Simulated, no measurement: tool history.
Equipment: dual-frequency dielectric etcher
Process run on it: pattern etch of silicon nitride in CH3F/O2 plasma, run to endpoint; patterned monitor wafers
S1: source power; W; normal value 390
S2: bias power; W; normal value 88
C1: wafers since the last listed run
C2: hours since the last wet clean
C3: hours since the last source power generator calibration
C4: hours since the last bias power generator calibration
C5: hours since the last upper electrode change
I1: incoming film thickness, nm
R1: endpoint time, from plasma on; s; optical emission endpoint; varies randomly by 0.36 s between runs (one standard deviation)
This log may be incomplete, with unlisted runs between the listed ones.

run   hour   S1   S2  C1     C2      C3      C4      C5    I1    R1
  1      0  340  102   0  446.3  2851.3  2371.9  4251.4  85.8  82.4
  2     10  390   99  40  456.3  2861.3  2381.9  4261.4  86.4  81.8
  3   24.3  390   99  57  470.6  2875.6  2396.2  4275.7  86.4  81.1
  4     41  390   99  67  487.3  2892.3  2412.9  4292.4  86.1  80.9
  5   54.7  390   88  55    501    2906  2426.6  4306.1  86.9    86
  6   66.1  390   88  46  512.4  2917.4    2438  4317.5    86  84.7
      90.3  -- wet clean of the chamber
  7   90.8  340   88   2    0.5  2942.1  2462.7  4342.2  87.2    94
  8   91.2  340   88   1    0.9  2942.5  2463.1  4342.6  86.8  92.6
     108.7  -- source power generator calibrated
     120.2  -- upper electrode replaced
  9  127.2  340   88  82   36.9    18.5  2499.1       7  86.6  92.1
 10  136.4  340   78  37   46.1    27.7  2508.3    16.2  86.3  96.2
 11  145.3  390   99  35     55    36.6  2517.2    25.1  85.8  83.5
 12    153  330  102  31   62.7    44.3  2524.9    32.8  86.7  87.5
     166.9  -- bias power generator calibrated
 13  167.4  390   88  41   77.1    58.7     0.5    47.2  86.7  88.1
 14  173.2  430   68  23   82.9    64.5     6.3      53  86.4  95.9
 15  188.7  350   71  62   98.4      80    21.8    68.5  86.3  99.5
 16  205.8  340  107  69  115.5    97.1    38.9    85.6  85.7  83.4
 17  214.8  360   88  36  124.5   106.1    47.9    94.6  86.3  89.6
 18  222.5  450   88  31  132.2   113.8    55.6   102.3  85.7  83.6
 19  238.1  360   73  62  147.8   129.4    71.2   117.9  85.3    96

Forecast each of these 5 alternatives for the next run:
  A  238.6  390  88   2  148.3  129.9  71.7  118.4  86.1   ?
  B  238.6  420  88   2  148.3  129.9  71.7  118.4  86.1   ?
  C  238.6  390  81   2  148.3  129.9  71.7  118.4  86.1   ?
  D  238.6  470  74   2  148.3  129.9  71.7  118.4  86.1   ?
  E  238.6  360  67   2  148.3  129.9  71.7  118.4  86.1   ?

run     R1
  A   87.7
  B   85.9
  C   90.8
  D   89.5
  E  100.6
Had the tool no hidden state, the same runs would have come out as:
run     R1
  A   89.1
  B   87.3
  C   92.3
  D   90.9
  E  102.3
